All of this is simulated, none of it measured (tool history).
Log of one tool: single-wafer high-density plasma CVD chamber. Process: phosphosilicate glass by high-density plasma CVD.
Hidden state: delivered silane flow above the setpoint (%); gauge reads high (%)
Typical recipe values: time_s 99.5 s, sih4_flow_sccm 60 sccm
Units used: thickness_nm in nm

run,hour,time_s,sih4_flow_sccm,wafers since the last listed run,hours since the silane flow controller was replaced,hours since the gauge calibration,"read-back reference wafer on the same gauge, thickness_nm",thickness_nm
1,0,112.4,50,0,1447.1,482,519.422,580.62
2,87.9,91.5,60,773,1535,569.9,519.807,565.751
3,121.4,93.5,52,294,1568.5,603.4,520.162,496.265
4,179.8,93.5,52,514,1626.9,661.8,520.209,501.51
5,229.1,87.2,52,433,1676.2,711.1,520.576,469.339
6,266.5,87.2,52,329,1713.6,748.5,519.507,466.006
7,301.3,87.2,52,306,1748.4,783.3,519.736,468.364
8,340.9,105.5,66,348,1788,822.9,519.991,721.169
9,407.9,105.5,66,589,1855,889.9,520.31,721.531
10,443.3,105.5,66,311,1890.4,925.3,519.932,717.701
11,494.2,88.4,60,448,1941.3,976.2,520.376,550.392
12,604.9,88.4,60,974,2052,1086.9,519.657,545.186
13,650.2,99.5,60,398,2097.3,1132.2,520.021,619.52
14,684.2,99.5,60,299,2131.3,1166.2,520.27,621.086
15,708.4,99.5,60,213,2155.5,1190.4,520.003,618.641
16,742.8,99.5,60,302,2189.9,1224.8,520.991,621.472
17,793.6,99.5,60,447,2240.7,1275.6,519.726,619.501
18,825.9,85.8,60,284,2273,1307.9,520.237,531.799
19,881.8,85.8,60,492,2328.9,1363.8,520.22,539.804
20,940.1,85.7,58,513,2387.2,1422.1,519.305,515.157
21,992.8,85.7,58,463,2439.9,1474.8,520.724,519.416
# hour 1015.8: gauge calibrated
22,1062.6,85.7,58,614,2509.7,46.8,519.931,518.828
23,1123.5,89.3,55,536,2570.6,107.7,519.345,513.955
24,1181.4,89.5,60,509,2628.5,165.6,520.428,558.936
25,1297.7,99.5,60,1023,2744.8,281.9,520.328,623.836
26,1333.8,116.3,54,317,2780.9,318,520.073,655.111
27,1375.2,89.5,53,364,2822.3,359.4,519.682,501.542
28,1405.8,99.5,60,269,2852.9,390,520.025,629.154
29,1454.6,105.5,66,429,2901.7,438.8,519.789,737.113
30,1499.8,99.5,51,397,2946.9,484,519.509,531.347
# hour 1519: silane flow controller replaced
31,1535.4,112.4,50,242,16.4,519.6,519.93,573.294
32,1576.1,111,49,358,57.1,560.3,519.621,557.507
33,1611.9,110.8,70,315,92.9,596.1,520.036,789.457
34,1646.9,99.5,60,308,127.9,631.1,519.983,612.883
35,1682.8,85.7,58,315,163.8,667,518.933,509.978
36,1730.3,112.3,70,418,211.3,714.5,519.594,808.358
37,1775.7,93.5,52,399,256.7,759.9,519.77,498.043
38,1813.4,99.5,55,331,294.4,797.6,519.975,561.269
39,1855.5,99.5,63,370,336.5,839.7,520.543,639.957
40,1922.7,104.6,60,591,403.7,906.9,520.07,646.049
41,1954.3,90.9,50,278,435.3,938.5,519.974,462.122
42,2021.6,99.5,69,592,502.6,1005.8,519.281,701.027
43,2053,107,60,276,534,1037.2,520.402,660.229
44,2080,116.3,64,237,561,1064.2,519.944,762.937
45,2109.9,92,50,263,590.9,1094.1,519.789,469.369
46,2147,112,71,326,628,1131.2,519.762,814.119

Exercise: give the hidden state of the tool at every run:
gauge reads high (%): 0 on each run
H1: delivered silane flow above the setpoint (%)
run,H1
1,0.905
2,0.992
3,1.03
4,1.09
5,1.14
6,1.18
7,1.22
8,1.27
9,1.35
10,1.4
11,1.46
12,1.61
13,1.67
14,1.72
15,1.75
16,1.8
17,1.88
18,1.93
19,2.01
20,2.1
21,2.19
22,2.3
23,2.4
24,2.5
25,2.71
26,2.78
27,2.85
28,2.91
29,3.01
30,3.09
31,0.147
32,0.148
33,0.15
34,0.152
35,0.156
36,0.162
37,0.169
38,0.176
39,0.185
40,0.201
41,0.21
42,0.231
43,0.242
44,0.252
45,0.263
46,0.278

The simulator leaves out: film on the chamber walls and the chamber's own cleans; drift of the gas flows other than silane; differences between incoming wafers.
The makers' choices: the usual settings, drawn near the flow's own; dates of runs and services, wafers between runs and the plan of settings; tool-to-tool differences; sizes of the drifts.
